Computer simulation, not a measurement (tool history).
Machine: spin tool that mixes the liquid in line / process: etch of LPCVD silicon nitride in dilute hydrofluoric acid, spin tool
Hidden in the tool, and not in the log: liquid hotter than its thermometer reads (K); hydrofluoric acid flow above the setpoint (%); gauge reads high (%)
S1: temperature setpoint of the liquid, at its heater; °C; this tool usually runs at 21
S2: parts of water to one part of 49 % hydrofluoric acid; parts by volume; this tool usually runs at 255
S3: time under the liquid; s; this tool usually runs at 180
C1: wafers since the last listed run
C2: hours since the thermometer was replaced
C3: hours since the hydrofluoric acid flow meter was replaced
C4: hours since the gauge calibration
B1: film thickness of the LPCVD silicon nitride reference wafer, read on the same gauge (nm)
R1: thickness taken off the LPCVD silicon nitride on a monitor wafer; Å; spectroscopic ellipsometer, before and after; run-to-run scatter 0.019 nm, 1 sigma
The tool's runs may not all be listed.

Run 1, hour 0: usual settings but S2 180 parts by volume; C1 0; C2 296.7; C3 758.5; C4 27.5; B1 60.01. Result: R1 4.11 Å.
Run 2, hour 27.3: usual settings but S2 180 parts by volume; C1 213; C2 324; C3 785.8; C4 54.8; B1 60.006. Result: R1 3.81 Å.
Run 3, hour 49.4: usual settings but S2 180 parts by volume; C1 172; C2 346.1; C3 807.9; C4 76.9; B1 60.014. Result: R1 3.69 Å.
Run 4, hour 61.4: usual settings; C1 93; C2 358.1; C3 819.9; C4 88.9; B1 60.012. Result: R1 2.62 Å.
Run 5, hour 96.6: usual settings; C1 275; C2 393.3; C3 855.1; C4 124.1; B1 60.002. Result: R1 2.84 Å.
Run 6, hour 120: usual settings; C1 182; C2 416.7; C3 878.5; C4 147.5; B1 59.989. Result: R1 2.6 Å.
Run 7, hour 144.7: usual settings; C1 193; C2 441.4; C3 903.2; C4 172.2; B1 60.011. Result: R1 2.97 Å.
Run 8, hour 167.5: usual settings; C1 178; C2 464.2; C3 926; C4 195; B1 60.008. Result: R1 3.05 Å.
Run 9, hour 204.9: usual settings; C1 292; C2 501.6; C3 963.4; C4 232.4; B1 60.001. Result: R1 2.77 Å.
Run 10, hour 226.2: usual settings; C1 166; C2 522.9; C3 984.7; C4 253.7; B1 59.994. Result: R1 2.77 Å.
Run 11, hour 260.1: usual settings; C1 264; C2 556.8; C3 1018.6; C4 287.6; B1 59.985. Result: R1 2.69 Å.
Run 12, hour 281.5: usual settings; C1 167; C2 578.2; C3 1040; C4 309; B1 59.997. Result: R1 2.78 Å.
Run 13, hour 294.3: usual settings; C1 100; C2 591; C3 1052.8; C4 321.8; B1 59.98. Result: R1 2.5 Å.
Run 14, hour 388.2: usual settings but S2 355 parts by volume, S3 75 s; C1 733; C2 684.9; C3 1146.7; C4 415.7; B1 60.004. Result: R1 0.9 Å.
At hour 403.7: gauge calibrated.
Run 15, hour 412.3: usual settings; C1 188; C2 709; C3 1170.8; C4 8.6; B1 59.991. Result: R1 2.48 Å.
Run 16, hour 431.4: usual settings but S1 18.5 °C, S3 135 s; C1 149; C2 728.1; C3 1189.9; C4 27.7; B1 60. Result: R1 1.79 Å.
Run 17, hour 463.7: usual settings but S1 17 °C, S2 295 parts by volume, S3 100 s; C1 252; C2 760.4; C3 1222.2; C4 60; B1 60.006. Result: R1 1.05 Å.
At hour 468.8: thermometer replaced.
Run 18, hour 489.4: usual settings but S1 19.5 °C, S2 205 parts by volume; C1 193; C2 20.6; C3 1247.9; C4 85.7; B1 59.982. Result: R1 2.88 Å.
At hour 493.2: hydrofluoric acid flow meter replaced.
Run 19, hour 517.7: usual settings but S2 340 parts by volume, S3 145 s; C1 213; C2 48.9; C3 24.5; C4 114; B1 60.006. Result: R1 1.61 Å.
Run 20, hour 544.9: usual settings but S1 22.5 °C, S3 105 s; C1 212; C2 76.1; C3 51.7; C4 141.2; B1 59.998. Result: R1 1.54 Å.
Run 21, hour 576.7: usual settings but S1 22.5 °C, S2 350 parts by volume; C1 248; C2 107.9; C3 83.5; C4 173; B1 60.014. Result: R1 2.11 Å.
Run 22, hour 599.2: usual settings; C1 175; C2 130.4; C3 106; C4 195.5; B1 59.998. Result: R1 2.64 Å.
Run 23, hour 616.7: usual settings but S2 340 parts by volume, S3 145 s; C1 136; C2 147.9; C3 123.5; C4 213; B1 60.012. Result: R1 1.52 Å.
Run 24, hour 633.2: usual settings but S2 185 parts by volume; C1 128; C2 164.4; C3 140; C4 229.5; B1 59.993. Result: R1 3.55 Å.

5 ways to go on from here, each from the tool as it stands after run 24. What would each give?
Run A, hour 633.7: usual settings; C1 3; C2 164.9; C3 140.5; C4 230; B1 ?. Result: R1 ?.
Run B, hour 633.7: usual settings but S1 24.5 °C, S2 345 parts by volume, S3 285 s; C1 3; C2 164.9; C3 140.5; C4 230; B1 ?. Result: R1 ?.
Run C, hour 633.7: usual settings but S1 17 °C, S2 300 parts by volume; C1 3; C2 164.9; C3 140.5; C4 230; B1 ?. Result: R1 ?.
Run D, hour 633.7: usual settings but S2 315 parts by volume, S3 120 s; C1 3; C2 164.9; C3 140.5; C4 230; B1 ?. Result: R1 ?.
Run E, hour 633.7: usual settings but S2 315 parts by volume, S3 210 s; C1 3; C2 164.9; C3 140.5; C4 230; B1 ?. Result: R1 ?.

run      B1    R1
  A  60.009  2.73
  B  60.009  3.99
  C  60.009   1.8
  D  60.009  1.48
  E  60.009   2.6
What these runs would have given with no unlogged condition in the tool:
run    R1
  A  2.73
  B  3.99
  C   1.8
  D  1.48
  E   2.6
